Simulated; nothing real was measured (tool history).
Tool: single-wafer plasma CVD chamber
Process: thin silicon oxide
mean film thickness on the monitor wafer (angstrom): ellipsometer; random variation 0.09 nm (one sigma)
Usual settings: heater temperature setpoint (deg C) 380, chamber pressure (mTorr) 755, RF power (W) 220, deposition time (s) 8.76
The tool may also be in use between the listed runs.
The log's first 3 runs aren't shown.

| run | hour | heater temperature setpoint (deg C) | chamber pressure (mTorr) | RF power (W) | deposition time (s) | read-back reference wafer on the same gauge, thickness_nm | mean film thickness on the monitor wafer (angstrom) |
|---|---|---|---|---|---|---|---|
| 4 | 84.9 | 380 | 755 | 220 | 8.76 | 13.395 | 148.98 |
| 5 | 118.9 | 380 | 755 | 220 | 8.76 | 13.404 | 151.45 |
| 6 | 147.2 | 380 | 755 | 220 | 8.76 | 13.405 | 149.92 |
| 7 | 171.4 | 380 | 755 | 220 | 8.76 | 13.404 | 149.11 |
| 8 | 199.6 | 380 | 755 | 220 | 8.76 | 13.397 | 148.34 |
| 9 | 213.7 | 380 | 755 | 220 | 8.76 | 13.387 | 148.94 |
| 10 | 229.5 | 392 | 588 | 190 | 7.92 | 13.406 | 97.31 |
|  | 250.5 | thermocouple changed; heater temperature recalibrated |
| 11 | 260.4 | 380 | 628 | 205 | 8.05 | 13.386 | 108.49 |
| 12 | 276 | 372 | 625 | 200 | 9.59 | 13.404 | 128.89 |
|  | 300.2 | RF generator calibrated |
| 13 | 301.4 | 380 | 755 | 220 | 8.76 | 13.397 | 147.69 |
| 14 | 339.3 | 380 | 755 | 220 | 8.76 | 13.396 | 148.6 |
|  | 357.2 | showerhead replaced |
| 15 | 367.3 | 391 | 755 | 220 | 9.24 | 13.398 | 154.85 |
| 16 | 395.2 | 393 | 755 | 260 | 8.76 | 13.393 | 157.08 |
| 17 | 429.6 | 380 | 755 | 185 | 10.43 | 13.385 | 162.02 |
| 18 | 443 | 380 | 755 | 220 | 8.76 | 13.401 | 146.62 |
| 19 | 466.1 | 380 | 755 | 190 | 7.14 | 13.387 | 111.83 |
|  | 478.9 | gauge calibrated |
| 20 | 483.9 | 386 | 683 | 220 | 8.76 | 13.381 | 131.05 |
| 21 | 532.9 | 387 | 692 | 200 | 7.96 | 13.397 | 116.95 |
| 22 | 628 | 386 | 702 | 220 | 9.96 | 13.414 | 152.59 |
| 23 | 652.8 | 380 | 755 | 220 | 8.76 | 13.403 | 145.32 |
| 24 | 674.1 | 369 | 755 | 250 | 7.29 | 13.422 | 128.32 |
| 25 | 705.7 | 380 | 855 | 190 | 8.76 | 13.417 | 154.13 |
| 26 | 741.7 | 380 | 755 | 220 | 8.76 | 13.421 | 144.64 |
| 27 | 805.6 | 380 | 755 | 220 | 9.13 | 13.404 | 150.03 |

The next listed run, before its measurement:
| 28 | 839.7 | 380 | 755 | 220 | 8.76 | ? | ? |

read-back reference wafer on the same gauge, thickness_nm: 13.397
mean film thickness on the monitor wafer (angstrom): 144.28
Without the tool's hidden state the same run would have given mean film thickness on the monitor wafer (angstrom) 150.4.
